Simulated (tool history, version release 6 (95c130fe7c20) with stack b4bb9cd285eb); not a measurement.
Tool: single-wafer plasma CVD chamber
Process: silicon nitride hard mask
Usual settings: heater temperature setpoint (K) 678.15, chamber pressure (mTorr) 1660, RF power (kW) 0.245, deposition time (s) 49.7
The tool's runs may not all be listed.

run	hour	heater temperature setpoint (K)	chamber pressure (mTorr)	RF power (kW)	deposition time (s)	read-back reference wafer on the same gauge, thickness_nm	mean film thickness on the monitor wafer (Å)
1	0	678.15	1660	0.245	49.7	59.837	514.97
2	45.1	678.15	1890	0.245	49.7	59.942	531.07
3	102.2	678.15	1890	0.245	49.7	59.913	529.61
4	161.4	678.15	1890	0.245	49.7	59.881	534.52
5	214.5	678.15	1920	0.245	49.7	59.929	527.8
6	286.2	678.15	1520	0.245	54.9	59.847	557.66
7	317.8	678.15	1520	0.245	54.9	59.865	554.98
# hour 376: gauge calibrated
# hour 376.6: showerhead replaced
8	386.1	678.15	1520	0.245	54.9	59.879	551.72
9	440.9	678.15	1660	0.245	49.7	59.913	512.78
10	470.8	678.15	1660	0.245	49.7	59.814	514.18
11	500.4	678.15	1660	0.215	49.7	59.807	453.33
# hour 540.4: RF generator calibrated
12	540.9	678.15	1660	0.245	49.7	60.017	512.6
13	591.6	692.15	1660	0.275	49.7	59.845	558.58
14	619.5	678.15	1660	0.245	49.7	59.905	509.62
15	669.7	678.15	1980	0.245	56.2	59.997	600.67
# hour 741.3: capacitance manometer re-zeroed and calibrated
16	741.8	678.15	1830	0.26	59.1	59.891	665.19
17	800.6	689.15	1380	0.245	55.7	59.85	559.21
18	857.4	678.15	1660	0.245	44.4	59.918	463.43
19	908.8	671.15	1450	0.29	49.7	59.9	581.79
# hour 943.4: thermocouple changed; heater temperature recalibrated
20	943.9	678.15	1660	0.245	49.7	59.955	520.38
21	978.1	678.15	1550	0.215	49.7	59.905	455.42
22	1136.7	691.15	1310	0.27	57.7	59.895	618.07
23	1185	678.15	1660	0.245	56.8	59.997	593.79
24	1210.8	678.15	1660	0.245	49.7	59.897	521.87
25	1360	678.15	1660	0.27	49.7	59.998	566.42
26	1429	678.15	1380	0.285	49.7	59.871	564.34
27	1471.8	678.15	1660	0.245	57.1	59.953	596.07
28	1534.4	678.15	1660	0.245	46.5	59.866	484.83

Forecast each of these 5 alternatives for the next run:
A	1534.8	693.15	1660	0.245	49.7	?	?
B	1534.8	673.15	1920	0.26	56.8	?	?
C	1534.8	674.15	1660	0.245	49.7	?	?
D	1534.8	678.15	1470	0.245	52.6	?	?
E	1534.8	689.15	1890	0.26	43	?	?

run	read-back reference wafer on the same gauge, thickness_nm	mean film thickness on the monitor wafer (Å)
A	59.859	516.08
B	59.859	647.86
C	59.859	520.15
D	59.859	533.91
E	59.859	485.69
With no hidden state in the tool, these same runs would have given:
run	mean film thickness on the monitor wafer (Å)
A	518.29
B	650.57
C	522.38
D	536.29
E	487.72

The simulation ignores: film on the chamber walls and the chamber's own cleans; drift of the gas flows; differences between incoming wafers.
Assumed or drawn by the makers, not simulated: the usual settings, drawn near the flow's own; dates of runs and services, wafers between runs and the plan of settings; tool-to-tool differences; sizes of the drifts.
